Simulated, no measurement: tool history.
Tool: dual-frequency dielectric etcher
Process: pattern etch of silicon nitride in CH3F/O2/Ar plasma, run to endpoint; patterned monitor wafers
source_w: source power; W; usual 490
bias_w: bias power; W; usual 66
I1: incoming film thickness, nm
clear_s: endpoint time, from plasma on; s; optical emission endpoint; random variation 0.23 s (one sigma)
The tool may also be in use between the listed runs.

Run 1, hour 0: usual settings; I1 56.3. Result: clear_s 78.1 s.
Run 2, hour 66.5: usual settings; I1 56.9. Result: clear_s 78.5 s.
Run 3, hour 135.9: usual settings; I1 56.3. Result: clear_s 78.4 s.
Run 4, hour 172: usual settings; I1 56.5. Result: clear_s 78.8 s.
Run 5, hour 236.1: usual settings; I1 56.4. Result: clear_s 78.6 s.
Run 6, hour 308.1: usual settings but source_w 540 W, bias_w 57 W; I1 57. Result: clear_s 81.5 s.
Run 7, hour 333.4: usual settings but source_w 540 W, bias_w 57 W; I1 56.9. Result: clear_s 81.3 s.
Run 8, hour 372.9: usual settings but source_w 540 W, bias_w 57 W; I1 56.5. Result: clear_s 80.7 s.
Run 9, hour 417.1: usual settings; I1 56.4. Result: clear_s 76.6 s.
Run 10, hour 455.1: usual settings but source_w 580 W, bias_w 55 W; I1 56.1. Result: clear_s 77.7 s.
Run 11, hour 522.9: usual settings but source_w 580 W, bias_w 55 W; I1 56.1. Result: clear_s 78 s.
Run 12, hour 579.9: usual settings but source_w 580 W, bias_w 55 W; I1 56.1. Result: clear_s 78.5 s.
Run 13, hour 607.1: usual settings; I1 56.3. Result: clear_s 77.2 s.
Run 14, hour 676.5: usual settings; I1 56. Result: clear_s 77.4 s.
Run 15, hour 717.4: usual settings; I1 56.6. Result: clear_s 77.9 s.
Run 16, hour 787.3: usual settings; I1 55.8. Result: clear_s 77.3 s.
Run 17, hour 831.6: usual settings but source_w 420 W; I1 56.2. Result: clear_s 81.9 s.
Run 18, hour 875.6: usual settings but source_w 420 W; I1 56. Result: clear_s 81.1 s.
Run 19, hour 944.4: usual settings but source_w 380 W, bias_w 52 W; I1 56.1. Result: clear_s 88.9 s.
Run 20, hour 1007.4: usual settings but bias_w 59 W; I1 56.4. Result: clear_s 80.3 s.
Run 21, hour 1043: usual settings; I1 56.4. Result: clear_s 77.9 s.
Run 22, hour 1068.9: usual settings but source_w 570 W, bias_w 56 W; I1 55.8. Result: clear_s 77.7 s.
Run 23, hour 1093: usual settings but bias_w 77 W; I1 56.2. Result: clear_s 73.4 s.
Run 24, hour 1125: usual settings but source_w 460 W, bias_w 59 W; I1 56.5. Result: clear_s 82.2 s.
Run 25, hour 1187.4: usual settings; I1 56.7. Result: clear_s 78.3 s.
Run 26, hour 1256.4: usual settings but source_w 540 W, bias_w 60 W; I1 56.6. Result: clear_s 79.3 s.
Run 27, hour 1276: usual settings; I1 56.3. Result: clear_s 78 s.
Run 28, hour 1337.1: usual settings but source_w 570 W, bias_w 52 W; I1 56.5. Result: clear_s 79.8 s.
Run 29, hour 1401.4: usual settings; I1 56.7. Result: clear_s 77.4 s.
Run 30, hour 1457.2: usual settings but source_w 410 W, bias_w 61 W; I1 56.9. Result: clear_s 83.7 s.
Run 31, hour 1505.9: usual settings; I1 56.3. Result: clear_s 75.8 s.
Run 32, hour 1560: usual settings but source_w 430 W; I1 56.3. Result: clear_s 79.1 s.
Run 33, hour 1706.3: usual settings but bias_w 58 W; I1 56.4. Result: clear_s 80.3 s.
Run 34, hour 1738: usual settings but source_w 570 W, bias_w 81 W; I1 56.3. Result: clear_s 68.7 s.
Run 35, hour 1766.4: usual settings but source_w 370 W, bias_w 59 W; I1 56.9. Result: clear_s 86.8 s.
Run 36, hour 1812.6: usual settings but bias_w 54 W; I1 56.2. Result: clear_s 81.8 s.

Not shown: 6 entries that the log had between the listed runs. Between which runs, and how does the tool's hidden state differ before and after?
Between runs 8 and 9: wet clean of the chamber (hour 416.8)
  etch rate over this chamber's usual, %: -2.14 -> 0.531; bias power that arrives over what is set, %: -4.62 -> -4.69
  measured less the result without the state, clear_s: +2.9 -> +0.8 s
Between runs 15 and 16: source power generator calibrated (hour 731.9)
  etch rate over this chamber's usual, %: -0.548 -> -0.799; bias power that arrives over what is set, %: -5.17 -> -5.28
  measured less the result without the state, clear_s: +1.8 -> +2 s
Between runs 18 and 19: wet clean of the chamber (hour 941.1)
  etch rate over this chamber's usual, %: -1.12 -> 0.545; bias power that arrives over what is set, %: -5.43 -> -5.54
  measured less the result without the state, clear_s: +2.4 -> +1.1 s
Between runs 25 and 26: upper electrode replaced (hour 1255.9)
  etch rate over this chamber's usual, %: -0.328 -> -0.576; bias power that arrives over what is set, %: -5.92 -> -6.03
  measured less the result without the state, clear_s: +1.8 -> +2.1 s
Between runs 27 and 28: bias power generator calibrated (hour 1292.3)
  etch rate over this chamber's usual, %: -0.646 -> -0.866; bias power that arrives over what is set, %: -6.07 -> -0.0663
  measured less the result without the state, clear_s: +2.1 -> +0.7 s
Between runs 30 and 31: wet clean of the chamber (hour 1497.8)
  etch rate over this chamber's usual, %: -1.3 -> 0.0573; bias power that arrives over what is set, %: -0.258 -> -0.336
  measured less the result without the state, clear_s: +1.1 -> +0 s
